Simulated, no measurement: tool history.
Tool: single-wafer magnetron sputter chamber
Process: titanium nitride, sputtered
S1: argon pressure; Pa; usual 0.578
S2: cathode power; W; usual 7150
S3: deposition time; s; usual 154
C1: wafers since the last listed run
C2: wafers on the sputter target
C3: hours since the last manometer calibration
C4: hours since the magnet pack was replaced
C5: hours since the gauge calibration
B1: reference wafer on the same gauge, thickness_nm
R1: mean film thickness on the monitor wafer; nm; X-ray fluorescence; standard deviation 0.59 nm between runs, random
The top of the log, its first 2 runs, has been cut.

run	day	S1	S2	S3	C1	C2	C3	C4	C5	B1	R1
3	7.208	0.578	7150	154	892	8667	142.1	7956.9	1502.5	208.013	201.438
# day 9.992: sputter target and shields replaced
4	10.012	0.578	7150	154	573	4	209.4	8024.2	1569.8	207.994	205.072
5	12.033	0.578	7150	132	469	474	257.9	8072.7	1618.3	207.909	176.439
6	14.675	0.516	7150	154	613	1087	321.3	8136.1	1681.7	207.895	209.397
7	17.304	0.516	7150	154	610	1697	384.4	8199.2	1744.8	208.145	208.258
8	19.617	0.516	7150	154	536	2234	439.9	8254.7	1800.3	208.001	209.034
9	23.017	0.578	8050	154	789	3024	521.5	8336.3	1881.9	207.920	227.182
10	24.617	0.578	8050	154	371	3395	559.9	8374.7	1920.3	208.069	227.582
11	31.833	0.578	7150	145	1675	5071	733.1	8547.9	2093.5	207.982	191.893
12	37.054	0.578	7150	145	1212	6283	858.4	8673.2	2218.8	208.030	191.167
13	39.029	0.578	7150	145	458	6741	905.8	8720.6	2266.2	207.947	191.343
14	43.308	0.578	7150	154	993	7735	1008.5	8823.3	2368.9	207.953	201.565
15	46.288	0.578	7150	154	691	8427	1080.0	8894.8	2440.4	208.018	200.834
# day 49.633: sputter target and shields replaced
16	57.808	0.578	7150	154	2597	1898	1356.5	9171.3	2716.9	208.159	205.791
# day 59.438: gauge calibrated
17	59.783	0.578	7150	154	458	2356	1403.9	9218.7	8.3	207.940	205.397
18	64.383	0.746	8600	154	1068	3424	1514.3	9329.1	118.7	207.939	229.743
# day 67.388: capacitance manometer re-zeroed and calibrated
19	68.696	0.578	7150	154	923	4348	31.4	9432.6	222.2	208.092	202.937
20	72.679	0.578	7150	154	924	5273	127.0	9528.2	317.8	207.927	203.638

The next listed run, before its measurement:
# day 73.312: magnet pack replaced
21	76.421	0.768	6050	154	791	6065	216.8	74.6	407.6	?	?

B1: 207.991
R1: 165.703 nm
On a tool with no hidden condition, and with the same random variation, this run would have come out at R1 169.537 nm.
